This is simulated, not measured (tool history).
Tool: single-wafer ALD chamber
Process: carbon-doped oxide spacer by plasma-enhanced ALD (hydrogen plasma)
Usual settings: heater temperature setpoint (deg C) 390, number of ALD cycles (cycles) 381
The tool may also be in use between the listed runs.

run     day  heater temperature setpoint (deg C)  number of ALD cycles (cycles)  read-back reference wafer on the same gauge, thickness_nm  mean film thickness on the monitor wafer (Å)
  1       0                                  390                            381                                                     16.996                                         175.8
  2   4.158                                  390                            439                                                     16.998                                        202.26
  3   7.529                                  390                            381                                                     17.001                                        175.34
  4  10.033                                  390                            381                                                     17.009                                        175.05
  5  12.092                                  390                            381                                                     17.002                                        174.76
  6  13.883                                  390                            381                                                     17.009                                         175.2
  7  15.692                                  390                            381                                                         17                                        175.08
  8  17.462                                  390                            381                                                     16.995                                        175.31
     20.054  -- thermocouple changed; heater temperature recalibrated
  9  20.075                                  390                            381                                                     16.998                                        174.88
 10  21.642                                  390                            381                                                     16.998                                        175.01
     24.746  -- gauge calibrated
 11  25.346                                  390                            381                                                     17.003                                         176.3
 12  28.896                                  394                            406                                                     17.001                                        187.24
 13  31.771                                  399                            381                                                     16.992                                        175.28
 14  35.671                                  395                            406                                                     17.002                                        187.59
 15  37.604                                  396                            443                                                     16.999                                        204.44
 16  41.138                                  376                            306                                                     17.006                                        140.93

Run 17 comes next. What will it give?
 17  42.921                                  377                            327                                                          ?                                             ?

Run 17 gave read-back reference wafer on the same gauge, thickness_nm 16.998, mean film thickness on the monitor wafer (Å) 150.78.
Without the tool's hidden state the same run would have given mean film thickness on the monitor wafer (Å) 150.78.
